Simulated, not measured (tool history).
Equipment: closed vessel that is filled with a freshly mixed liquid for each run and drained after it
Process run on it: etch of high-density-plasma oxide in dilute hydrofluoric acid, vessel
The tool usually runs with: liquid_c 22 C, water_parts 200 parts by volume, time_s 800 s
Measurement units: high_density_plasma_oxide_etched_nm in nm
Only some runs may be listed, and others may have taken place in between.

run	day	liquid_c	water_parts	time_s	wafers since the last listed run	hours since the thermometer was replaced	hours since the hydrofluoric acid flow meter was replaced	hours since the gauge calibration	read-back film thickness of the high-density-plasma oxide reference wafer, read on the same gauge (nm)	high_density_plasma_oxide_etched_nm
1	0	22	200	800	0	841.4	460.3	694.4	30.53	19.88
2	3.171	19.5	200	800	2743	917.5	536.4	770.5	30.55	18.16
3	7.15	19.5	200	800	3443	1013	631.9	866	30.61	18.11
4	11.629	19.5	200	800	3875	1120.5	739.4	973.5	30.67	18.06
# day 12.75: thermometer replaced
5	16.042	22	200	800	3781	79	845.3	1079.4	30.76	19.98
6	19.712	22	200	800	3176	167.1	933.4	1167.5	30.76	20.08
7	22.708	22	200	905	2592	239	1005.3	1239.4	30.82	22.6
8	24.838	22	200	905	1842	290.1	1056.4	1290.5	30.76	22.7
9	26.925	22	200	905	1806	340.2	1106.5	1340.6	30.86	22.67
10	31.4	22	230	800	3872	447.6	1213.9	1448	30.93	16.91
# day 33.433: gauge calibrated
11	34.317	22	230	800	2523	517.6	1283.9	21.2	29.98	16.42
12	37.308	23.5	105	955	2588	589.4	1355.7	93	30.04	52.4
13	39.617	20	200	800	1997	644.8	1411.1	148.4	30.09	18.18

Run 14 comes next. What will it give?
14	42.212	22	200	800	2246	707.1	1473.4	210.7	?	?

{"run 14": {"read-back film thickness of the high-density-plasma oxide reference wafer, read on the same gauge (nm)": 30.07, "high_density_plasma_oxide_etched_nm": 19.59}}
Take away the tool's hidden state, keep the run-to-run variation as it was, and the same run would have given high_density_plasma_oxide_etched_nm 19.53 nm.
